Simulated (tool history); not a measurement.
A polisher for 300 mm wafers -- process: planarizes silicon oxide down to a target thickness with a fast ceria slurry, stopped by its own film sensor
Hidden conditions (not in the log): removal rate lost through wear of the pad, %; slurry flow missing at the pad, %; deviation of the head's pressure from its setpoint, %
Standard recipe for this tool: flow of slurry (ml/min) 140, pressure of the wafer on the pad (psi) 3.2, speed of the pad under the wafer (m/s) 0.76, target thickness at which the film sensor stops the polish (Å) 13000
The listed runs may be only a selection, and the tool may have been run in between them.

run,hour,flow of slurry (ml/min),pressure of the wafer on the pad (psi),speed of the pad under the wafer (m/s),target thickness at which the film sensor stops the polish (Å),wafers since the last listed run,wafers polished on this pad,hours since the slurry nozzle was cleaned,hours since the head pressure was calibrated,"incoming thickness of the incoming film, nm",time until the film sensor stopped the polish (s)
1,0,140,3.2,0.76,13000,0,434,526.6,493.4,2023.8,60.7
2,23.6,140,3.2,0.76,13000,246,681,550.2,517,1989.3,58.1
3,54.3,140,3.2,0.76,11620,321,1002,580.9,547.7,1989,71.5
# hour 85.4: head pressure recalibrated
# hour 90.5: worn pad replaced by a new one
4,91,140,3.2,0.76,11620,321,5,617.6,5.6,2012.8,66.9
5,122.6,140,3.2,0.76,11620,330,335,649.2,37.2,2019.8,70.8
6,141.9,140,3.6,0.76,11270,201,537,668.5,56.5,2051.9,71.2
7,159,140,3.6,0.76,11270,178,716,685.6,73.6,2027.3,70.7
8,191.4,140,3.2,0.76,13000,338,1055,718,106,2007.7,60.6
9,222,100,3.2,0.76,13000,320,1375,748.6,136.6,2035.9,69.6
# hour 247.6: worn pad replaced by a new one
10,256.9,100,3.2,0.76,13000,323,97,783.5,171.5,1996.8,61
11,277.8,140,3.2,0.76,13000,218,315,804.4,192.4,1999.9,59.2
12,292.4,140,3.2,0.76,13000,152,468,819,207,2011,60.2
13,312.4,140,3.2,0.76,13000,209,677,839,227,2004.3,60.2
14,346.7,140,3.2,0.6,13000,358,1036,873.3,261.3,2042.3,77.2
15,372,140,3.2,0.76,13000,264,1301,898.6,286.6,2022.1,63.3
16,388.1,140,2.7,1,13000,168,1469,914.7,302.7,1993.9,53.3
# hour 401.3: worn pad replaced by a new one
# hour 404.5: slurry nozzle cleaned
17,410.6,100,2.7,0.94,13860,183,86,6.1,325.2,2047.6,53.2
18,442.5,140,2.8,0.76,14270,333,420,38,357.1,2041.9,55.2
19,465.5,140,2.9,0.98,13970,240,660,61,380.1,1994.1,44.1
20,477.8,190,3.8,0.76,13000,128,789,73.3,392.4,2027.5,53.1
21,499.9,140,3.2,0.76,13000,231,1020,95.4,414.5,2050.1,65.3
22,523.7,170,3.2,0.76,10920,248,1269,119.2,438.3,2015.6,78.6
# hour 554.6: worn pad replaced by a new one
# hour 556: head pressure recalibrated
23,556.8,140,3.2,0.76,13000,290,8,152.3,0.8,2025.1,59.2
24,580.6,140,3.2,1,13000,248,257,176.1,24.6,2024.7,48.2
25,666.2,140,4.3,0.76,13000,895,1153,261.7,110.2,2015.7,52.1
26,686.8,185,2.5,1,14770,215,1368,282.3,130.8,2018.9,41.6
# hour 703.3: worn pad replaced by a new one
27,709.3,160,4,0.54,13000,193,62,304.8,153.3,2031,62.5
28,734.4,160,4.2,0.76,13000,262,325,329.9,178.4,2006.6,47.4

For each entry between runs, how does the tool's hidden state at the last listed run before it compare with that at the first listed run after it?
From run 3 to run 4: head pressure recalibrated (hour 85.4); worn pad replaced by a new one (hour 90.5)
  removal rate lost through wear of the pad, %: 7.65 -> 0.789
  what was measured, less what the result would be without the hidden state, time until the film sensor stopped the polish (s): +5.5 -> +0.6
From run 9 to run 10: worn pad replaced by a new one (hour 247.6)
  removal rate lost through wear of the pad, %: 8.97 -> 2.37
  what was measured, less what the result would be without the hidden state, time until the film sensor stopped the polish (s): +6.2 -> +1.5
From run 16 to run 17: worn pad replaced by a new one (hour 401.3); slurry nozzle cleaned (hour 404.5)
  removal rate lost through wear of the pad, %: 9.21 -> 1.92
  what was measured, less what the result would be without the hidden state, time until the film sensor stopped the polish (s): +4.9 -> +1
From run 22 to run 23: worn pad replaced by a new one (hour 554.6); head pressure recalibrated (hour 556)
  removal rate lost through wear of the pad, %: 8.54 -> 1.51
  what was measured, less what the result would be without the hidden state, time until the film sensor stopped the polish (s): +6.7 -> +0.9
From run 26 to run 27: worn pad replaced by a new one (hour 703.3)
  removal rate lost through wear of the pad, %: 9.4 -> 2.74
  what was measured, less what the result would be without the hidden state, time until the film sensor stopped the polish (s): +3.9 -> +1.7
